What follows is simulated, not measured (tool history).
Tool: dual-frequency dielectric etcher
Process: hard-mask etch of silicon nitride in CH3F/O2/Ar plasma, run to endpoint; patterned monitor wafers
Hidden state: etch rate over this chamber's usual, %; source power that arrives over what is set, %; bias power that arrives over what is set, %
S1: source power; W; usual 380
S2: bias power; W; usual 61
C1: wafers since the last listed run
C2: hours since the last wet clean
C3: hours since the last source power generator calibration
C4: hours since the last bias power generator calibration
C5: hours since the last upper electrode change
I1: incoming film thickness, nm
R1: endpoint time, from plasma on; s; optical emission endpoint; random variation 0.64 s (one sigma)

run	hour	S1	S2	C1	C2	C3	C4	C5	I1	R1
1	0	420	61	0	0.5	3416.3	1455.6	4112.8	47.06	68.4
2	2.9	380	61	41	3.4	3419.2	1458.5	4115.7	47.51	70.8
3	26.5	380	61	337	27	3442.8	1482.1	4139.3	47.17	70.5
4	59.1	380	61	466	59.6	3475.4	1514.7	4171.9	47.57	71.4
5	90	380	61	441	90.5	3506.3	1545.6	4202.8	47.45	71.4
6	117.7	380	61	396	118.2	3534	1573.3	4230.5	47.5	72.2
7	145.5	380	61	397	146	3561.8	1601.1	4258.3	47.8	72.4
8	172.9	430	61	391	173.4	3589.2	1628.5	4285.7	47.22	68.9
9	191.3	430	61	263	191.8	3607.6	1646.9	4304.1	47.21	68
10	213.1	430	61	311	213.6	3629.4	1668.7	4325.9	47.62	69.4
# hour 302.1: source power generator calibrated
# hour 332.6: upper electrode replaced
11	333.1	380	61	1315	333.6	31	1788.7	0.5	47.42	70.5
12	333.5	380	61	5	334	31.4	1789.1	0.9	47.37	71.1
13	354.3	380	61	297	354.8	52.2	1809.9	21.7	47.32	71.1
14	369.5	380	61	217	370	67.4	1825.1	36.9	47.62	71.6
15	399.4	380	61	427	399.9	97.3	1855	66.8	47.3	71.1
# hour 426.3: bias power generator calibrated
16	431.3	430	56	399	431.8	129.2	5	98.7	47.51	71.7
17	443.4	380	61	173	443.9	141.3	17.1	110.8	47.58	70.5
18	500.6	420	70	818	501.1	198.5	74.3	168	47.43	65.1
19	528.7	350	55	401	529.2	226.6	102.4	196.1	47.43	76.1
20	559.8	350	56	444	560.3	257.7	133.5	227.2	47.36	76.6
21	572.1	380	61	175	572.6	270	145.8	239.5	47.47	71.2
# hour 613.6: wet clean of the chamber
22	614.1	320	67	257	0.5	312	187.8	281.5	47.37	71.4
23	620.7	460	61	94	7.1	318.6	194.4	288.1	46.87	65.3
24	636.1	310	72	220	22.5	334	209.8	303.5	47.71	70.7
25	659.8	410	50	338	46.2	357.7	233.5	327.2	47.63	77.4
26	689.3	410	48	421	75.7	387.2	263	356.7	46.84	76.3
27	723.8	280	67	493	110.2	421.7	297.5	391.2	47.55	75.1
28	752.1	410	54	404	138.5	450	325.8	419.5	47.15	72.9
29	775.4	380	69	333	161.8	473.3	349.1	442.8	47.12	66.5
30	797.1	430	61	310	183.5	495	370.8	464.5	47.5	68.9
31	828.3	380	61	446	214.7	526.2	402	495.7	47.75	72.5
32	846.2	330	61	255	232.6	544.1	419.9	513.6	47.33	73.9
33	903.4	380	61	818	289.8	601.3	477.1	570.8	46.99	71.1
34	938.9	380	68	507	325.3	636.8	512.6	606.3	47.25	67.4

What the log doesn't show, run by run:
etch rate over this chamber's usual, %: 0 in every run
source power that arrives over what is set, %: 0 in every run
bias power that arrives over what is set, %: 0 in every run
